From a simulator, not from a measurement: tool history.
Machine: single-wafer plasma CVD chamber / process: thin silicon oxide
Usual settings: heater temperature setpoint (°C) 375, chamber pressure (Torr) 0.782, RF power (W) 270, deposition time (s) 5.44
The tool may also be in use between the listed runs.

| run | hour | heater temperature setpoint (°C) | chamber pressure (Torr) | RF power (W) | deposition time (s) | read-back reference wafer on the same gauge, thickness_nm | mean film thickness on the monitor wafer (nm) |
|---|---|---|---|---|---|---|---|
| 1 | 0.0 | 375 | 0.782 | 270 | 5.44 | 9.580 | 9.510 |
| 2 | 28.0 | 375 | 0.782 | 270 | 5.44 | 9.580 | 9.480 |
| 3 | 53.4 | 368 | 0.782 | 290 | 5.44 | 9.581 | 9.738 |
| 4 | 82.6 | 368 | 0.782 | 290 | 5.44 | 9.581 | 9.720 |
| 5 | 96.7 | 368 | 0.782 | 290 | 5.44 | 9.583 | 9.691 |
| 6 | 130.2 | 375 | 0.782 | 270 | 5.44 | 9.579 | 9.437 |
| 7 | 162.6 | 375 | 0.782 | 270 | 5.44 | 9.580 | 9.439 |
|  | 178.9 | thermocouple changed; heater temperature recalibrated |
| 8 | 186.0 | 375 | 0.782 | 270 | 5.44 | 9.582 | 9.405 |
|  | 190.1 | gauge calibrated |
| 9 | 199.2 | 375 | 0.825 | 270 | 5.44 | 9.581 | 9.824 |
|  | 219.6 | RF generator calibrated |
| 10 | 229.7 | 375 | 0.782 | 270 | 5.44 | 9.577 | 9.673 |
|  | 237.8 | showerhead replaced |
| 11 | 265.6 | 375 | 0.782 | 270 | 5.44 | 9.579 | 9.635 |
| 12 | 283.5 | 375 | 0.782 | 270 | 5.44 | 9.582 | 9.641 |
| 13 | 298.7 | 375 | 0.782 | 270 | 5.44 | 9.582 | 9.640 |
| 14 | 321.7 | 388 | 0.782 | 270 | 5.44 | 9.583 | 9.552 |
| 15 | 343.4 | 375 | 0.782 | 270 | 4.98 | 9.576 | 8.811 |
| 16 | 365.6 | 375 | 0.782 | 270 | 4.63 | 9.580 | 8.183 |
| 17 | 386.6 | 388 | 0.782 | 270 | 5.44 | 9.582 | 9.526 |

What will run 18 give?
| 18 | 410.7 | 375 | 0.909 | 270 | 5.44 | ? | ? |

read-back reference wafer on the same gauge, thickness_nm: 9.580
mean film thickness on the monitor wafer (nm): 10.786
Had the tool carried no hidden state, the very same run would have given mean film thickness on the monitor wafer (nm) 11.202.
